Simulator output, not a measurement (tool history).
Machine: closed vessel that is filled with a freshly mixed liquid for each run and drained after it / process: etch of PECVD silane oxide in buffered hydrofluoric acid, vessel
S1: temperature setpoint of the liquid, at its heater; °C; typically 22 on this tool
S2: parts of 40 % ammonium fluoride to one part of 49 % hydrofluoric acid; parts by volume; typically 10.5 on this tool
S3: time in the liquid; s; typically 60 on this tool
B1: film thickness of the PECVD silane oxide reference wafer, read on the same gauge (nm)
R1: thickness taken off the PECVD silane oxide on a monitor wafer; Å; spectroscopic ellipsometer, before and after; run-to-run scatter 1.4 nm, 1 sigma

{"run": 1, "hour": 0.0, "S1": 19, "S2": 10.5, "S3": 60, "B1": 80.05, "R1": 2170.3}
{"run": 2, "hour": 44.3, "S1": 19, "S2": 10.5, "S3": 60, "B1": 79.99, "R1": 2118.2}
{"run": 3, "hour": 75.1, "S1": 22, "S2": 10.5, "S3": 60, "B1": 80.01, "R1": 2533.4}
{"run": 4, "hour": 118.4, "S1": 22, "S2": 9.5, "S3": 75, "B1": 79.96, "R1": 3428.0}
{"run": 5, "hour": 156.1, "S1": 22, "S2": 9.5, "S3": 75, "B1": 80.0, "R1": 3440.6}
{"run": 6, "hour": 225.7, "S1": 22, "S2": 9.0, "S3": 60, "B1": 80.01, "R1": 2791.3}
{"run": 7, "hour": 294.4, "S1": 22, "S2": 9.0, "S3": 60, "B1": 79.98, "R1": 2779.3}
{"run": 8, "hour": 487.4, "S1": 25, "S2": 10.5, "S3": 45, "B1": 80.01, "R1": 2126.2}

What will run 9 give?
{"run": 9, "hour": 548.1, "S1": 18, "S2": 6.5, "S3": 60, "B1": "?", "R1": "?"}

Logged for run 9: B1 79.96, R1 3019.1 Å.
Minus the tool's unlogged condition, the same run would have read R1 3223.0 Å.

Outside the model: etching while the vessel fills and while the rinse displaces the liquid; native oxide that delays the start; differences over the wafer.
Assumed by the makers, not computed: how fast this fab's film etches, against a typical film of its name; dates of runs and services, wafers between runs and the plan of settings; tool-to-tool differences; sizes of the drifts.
